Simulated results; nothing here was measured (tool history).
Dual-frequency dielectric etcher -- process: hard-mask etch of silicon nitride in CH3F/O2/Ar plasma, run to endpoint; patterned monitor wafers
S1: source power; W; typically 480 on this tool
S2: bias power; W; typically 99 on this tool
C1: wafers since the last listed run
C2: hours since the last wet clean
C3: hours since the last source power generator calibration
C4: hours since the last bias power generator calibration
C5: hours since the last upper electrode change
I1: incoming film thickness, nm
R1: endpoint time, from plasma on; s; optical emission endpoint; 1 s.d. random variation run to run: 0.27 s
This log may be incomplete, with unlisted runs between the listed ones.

run,hour,S1,S2,C1,C2,C3,C4,C5,I1,R1
1,0,480,99,0,300.6,1128.5,3682.6,1874,35.32,39.9
2,105.6,480,99,913,406.2,1234.1,3788.2,1979.6,35.3,39.7
# hour 188: wet clean of the chamber
3,188.5,480,99,509,0.5,1317,3871.1,2062.5,35.68,41.6
4,248.9,480,99,522,60.9,1377.4,3931.5,2122.9,35.36,41.2
5,335.1,480,99,745,147.1,1463.6,4017.7,2209.1,35.87,41
6,404.2,480,106,597,216.2,1532.7,4086.8,2278.2,35.41,38.6
7,467.9,480,114,551,279.9,1596.4,4150.5,2341.9,35.69,38.4
# hour 555.3: upper electrode replaced
8,555.8,480,114,552,367.8,1684.3,4238.4,0.5,35.78,38.1
9,631.2,480,99,652,443.2,1759.7,4313.8,75.9,35.36,39.2
# hour 698.6: wet clean of the chamber
10,699.1,480,99,379,0.5,1827.6,4381.7,143.8,35.65,41.2
# hour 752.4: bias power generator calibrated
11,768,360,90,561,69.4,1896.5,15.6,212.7,35.36,46.5
# hour 824: source power generator calibrated
12,858.6,480,99,749,160,34.6,106.2,303.3,35.32,40.4
13,942.4,440,109,724,243.8,118.4,190,387.1,35.73,40.3
14,1049,430,86,922,350.4,225,296.6,493.7,35.36,43.3
15,1186.1,580,75,1186,487.5,362.1,433.7,630.8,35.65,42
# hour 1271.7: wet clean of the chamber
16,1272.2,480,121,537,0.5,448.2,519.8,716.9,35.32,37.8
17,1332.3,480,99,519,60.6,508.3,579.9,777,35.42,40.9
18,1375.6,480,111,374,103.9,551.6,623.2,820.3,35.19,38.6

For each entry between runs, how does the tool's hidden state at the last listed run before it compare with that at the first listed run after it?
Run 2 -> run 3: wet clean of the chamber (hour 188)
  etch rate over this chamber's usual, %: 4.4 -> 0.106
  the result without the hidden state subtracted from the measured one, R1: -1.7 -> -0.1 s
Run 7 -> run 8: upper electrode replaced (hour 555.3)
  etch rate over this chamber's usual, %: 3.02 -> 3.94
  the result without the hidden state subtracted from the measured one, R1: -1.2 -> -1.5 s
Run 9 -> run 10: wet clean of the chamber (hour 698.6)
  etch rate over this chamber's usual, %: 4.73 -> 0.15
  the result without the hidden state subtracted from the measured one, R1: -1.8 -> -0.1 s
Run 10 -> run 11: bias power generator calibrated (hour 752.4)
  etch rate over this chamber's usual, %: 0.15 -> 0.87
  the result without the hidden state subtracted from the measured one, R1: -0.1 -> -0.4 s
Run 11 -> run 12: source power generator calibrated (hour 824)
  etch rate over this chamber's usual, %: 0.87 -> 1.82
  the result without the hidden state subtracted from the measured one, R1: -0.4 -> -0.8 s
Run 15 -> run 16: wet clean of the chamber (hour 1271.7)
  etch rate over this chamber's usual, %: 5.24 -> -0.015
  the result without the hidden state subtracted from the measured one, R1: -2.2 -> +0 s
